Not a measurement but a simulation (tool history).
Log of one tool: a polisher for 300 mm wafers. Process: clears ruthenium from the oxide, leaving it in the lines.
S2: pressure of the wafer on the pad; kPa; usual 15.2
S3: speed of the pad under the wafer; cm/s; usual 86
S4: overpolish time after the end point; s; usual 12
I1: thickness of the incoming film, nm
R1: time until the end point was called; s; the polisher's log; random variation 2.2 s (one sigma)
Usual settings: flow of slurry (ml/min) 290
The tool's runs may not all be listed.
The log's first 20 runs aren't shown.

run 21 hour=606.8 | flow_of_slurry_(ml/min)=225 S2=15.2 S3=86 S4=7 | I1=133.2 | R1=121.0
run 22 hour=630.4 | flow_of_slurry_(ml/min)=290 S2=15.2 S3=104 S4=12 | I1=136.3 | R1=100.5
-- hour=649.4 worn pad replaced by a new one
run 23 hour=718.2 | flow_of_slurry_(ml/min)=290 S2=15.2 S3=86 S4=12 | I1=136.2 | R1=124.1
run 24 hour=737.2 | flow_of_slurry_(ml/min)=390 S2=15.2 S3=68 S4=14 | I1=134.4 | R1=149.0
run 25 hour=755.8 | flow_of_slurry_(ml/min)=290 S2=15.2 S3=86 S4=9 | I1=133.3 | R1=121.1
-- hour=768.1 slurry nozzle cleaned
run 26 hour=768.6 | flow_of_slurry_(ml/min)=290 S2=12.4 S3=104 S4=12 | I1=135.4 | R1=114.6
run 27 hour=803.1 | flow_of_slurry_(ml/min)=335 S2=18.6 S3=102 S4=5 | I1=133.3 | R1=84.8
-- hour=811.3 head pressure recalibrated
run 28 hour=838.7 | flow_of_slurry_(ml/min)=330 S2=17.9 S3=106 S4=14 | I1=137.7 | R1=90.5
run 29 hour=854.1 | flow_of_slurry_(ml/min)=335 S2=15.2 S3=114 S4=6 | I1=135.3 | R1=91.3
-- hour=869.0 worn pad replaced by a new one
run 30 hour=889.9 | flow_of_slurry_(ml/min)=345 S2=17.9 S3=86 S4=12 | I1=134.1 | R1=100.7
run 31 hour=905.6 | flow_of_slurry_(ml/min)=290 S2=17.2 S3=64 S4=18 | I1=133.5 | R1=142.4
run 32 hour=920.3 | flow_of_slurry_(ml/min)=290 S2=12.4 S3=94 S4=12 | I1=135.1 | R1=125.6
run 33 hour=951.5 | flow_of_slurry_(ml/min)=290 S2=15.2 S3=86 S4=12 | I1=133.6 | R1=122.7
run 34 hour=982.5 | flow_of_slurry_(ml/min)=290 S2=15.2 S3=104 S4=12 | I1=134.6 | R1=100.2
run 35 hour=1003.2 | flow_of_slurry_(ml/min)=290 S2=15.2 S3=86 S4=12 | I1=136.3 | R1=118.6
run 36 hour=1031.9 | flow_of_slurry_(ml/min)=355 S2=18.6 S3=108 S4=15 | I1=135.3 | R1=80.5

Forecast each of these 5 alternatives for the next run:
run A hour=1032.4 | flow_of_slurry_(ml/min)=290 S2=15.2 S3=86 S4=12 | I1=133.9 | R1=?
run B hour=1032.4 | flow_of_slurry_(ml/min)=290 S2=15.2 S3=86 S4=8 | I1=133.9 | R1=?
run C hour=1032.4 | flow_of_slurry_(ml/min)=385 S2=13.1 S3=86 S4=7 | I1=133.9 | R1=?
run D hour=1032.4 | flow_of_slurry_(ml/min)=335 S2=13.1 S3=102 S4=12 | I1=133.9 | R1=?
run E hour=1032.4 | flow_of_slurry_(ml/min)=290 S2=9.7 S3=70 S4=12 | I1=133.9 | R1=?

run=A R1=121.6
run=B R1=121.6
run=C R1=131.9
run=D R1=112.3
run=E R1=202.0
Without the tool's hidden state the same runs would have given:
run=A R1=114.3
run=B R1=114.3
run=C R1=124.0
run=D R1=105.6
run=E R1=189.9
